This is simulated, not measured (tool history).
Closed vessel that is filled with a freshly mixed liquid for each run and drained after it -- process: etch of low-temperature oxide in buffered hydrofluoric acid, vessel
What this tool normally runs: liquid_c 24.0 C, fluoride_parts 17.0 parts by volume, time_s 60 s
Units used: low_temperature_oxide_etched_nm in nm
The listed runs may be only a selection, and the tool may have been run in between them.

run      day  liquid_c  fluoride_parts  time_s  wafers since the last listed run  hours since the thermometer was replaced  hours since the hydrofluoric acid flow meter was replaced  hours since the gauge calibration  read-back film thickness of the low-temperature oxide reference wafer, read on the same gauge (nm)  low_temperature_oxide_etched_nm
  1    0.000      24.0            19.0      50                                 0                                      69.0                                                      529.1                             1480.3                                                                                              129.99                           136.27
  2    1.767      24.0            19.0      50                              4614                                     111.4                                                      571.5                             1522.7                                                                                              130.00                           133.03
  3    5.333      24.0            17.0      60                              9315                                     197.0                                                      657.1                             1608.3                                                                                              130.00                           180.03
  4    9.117      24.0            11.5      60                              9881                                     287.8                                                      747.9                             1699.1                                                                                              129.99                           260.24
  5   12.167      24.0            17.0      60                              7966                                     361.0                                                      821.1                             1772.3                                                                                              130.00                           179.71
  6   13.842      24.0            17.0      60                              4374                                     401.2                                                      861.3                             1812.5                                                                                              129.99                           178.23
  7   24.758      24.0            17.0      60                             28513                                     663.2                                                     1123.3                             2074.5                                                                                              130.03                           180.13
  8   28.729      24.0            17.0      60                             10371                                     758.5                                                     1218.6                             2169.8                                                                                              129.97                           178.91
  9   30.562      24.0            17.0      60                              4788                                     802.5                                                     1262.6                             2213.8                                                                                              130.01                           181.65
 10   33.808      24.0            17.0      60                              8477                                     880.4                                                     1340.5                             2291.7                                                                                              130.03                           179.57
 11   37.883      24.0            17.0      60                             10643                                     978.2                                                     1438.3                             2389.5                                                                                              130.03                           181.19
 12   40.712      24.0            17.0      60                              7389                                    1046.1                                                     1506.2                             2457.4                                                                                              130.00                           177.94
 13   44.358      24.0            15.5      60                              9522                                    1133.6                                                     1593.7                             2544.9                                                                                              129.99                           198.14
 14   46.258      26.0            11.5      90                              4962                                    1179.2                                                     1639.3                             2590.5                                                                                              130.00                           439.65
 15   47.979      24.0            21.0      60                              4494                                    1220.5                                                     1680.6                             2631.8                                                                                              130.00                           147.02
 16   50.196      28.5            23.5      60                              5789                                    1273.7                                                     1733.8                             2685.0                                                                                              130.01                           178.30
      52.983  -- thermometer replaced
 17   54.125      24.0            10.5      75                             10153                                      27.4                                                     1828.1                             2779.3                                                                                              130.04                           361.54
 18   59.592      21.0            10.5      60                             14278                                     158.6                                                     1959.3                             2910.5                                                                                              129.96                           246.40
      62.817  -- hydrofluoric acid flow meter replaced
 19   63.046      24.0            17.0      90                              8913                                     241.5                                                        5.5                             2993.4                                                                                              129.96                           274.29
 20   65.421      24.0            17.0      30                              6203                                     298.5                                                       62.5                             3050.4                                                                                              130.01                            90.73
 21   69.696      25.5            12.0      40                             11165                                     401.1                                                      165.1                             3153.0                                                                                              130.01                           182.74
 22   71.462      24.0            17.0      80                              4614                                     443.5                                                      207.5                             3195.4                                                                                              130.02                           244.35
 23   73.742      19.5            10.5      75                              5952                                     498.2                                                      262.2                             3250.1                                                                                              130.03                           278.05
      74.712  -- gauge calibrated
 24   76.196      21.0            10.5      60                              6410                                     557.1                                                      321.1                               35.6                                                                                              130.00                           245.24
 25   80.604      24.0            17.0      85                             11514                                     662.9                                                      426.9                              141.4                                                                                              129.99                           259.08
 26   84.183      24.0            17.0      60                              9348                                     748.8                                                      512.8                              227.3                                                                                              130.02                           181.15
 27   86.067      22.0            17.0      60                              4919                                     794.0                                                      558.0                              272.5                                                                                              129.98                           160.57
 28   87.962      24.0            17.0      60                              4951                                     839.5                                                      603.5                              318.0                                                                                              130.01                           181.49
 29   91.850      24.0            20.5      60                             10153                                     932.8                                                      696.8                              411.3                                                                                              129.99                           149.10
 30   95.321      22.0            17.0      75                              9065                                    1016.1                                                      780.1                              494.6                                                                                              130.03                           202.75
 31   99.271      21.0            20.5      40                             10317                                    1110.9                                                      874.9                              589.4                                                                                              130.00                            86.39
 32  101.325      28.0            19.5      70                              5365                                    1160.2                                                      924.2                              638.7                                                                                              129.99                           227.21

Take each entry between the runs: how does the hidden state at the last listed run before it differ from the hidden state at the first listed run after it?
Run 16 -> run 17: thermometer replaced (day 52.983)
  both runs share identical hidden conditions
Run 18 -> run 19: hydrofluoric acid flow meter replaced (day 62.817)
  both runs share identical hidden conditions
Run 23 -> run 24: gauge calibrated (day 74.712)
  both runs share identical hidden conditions
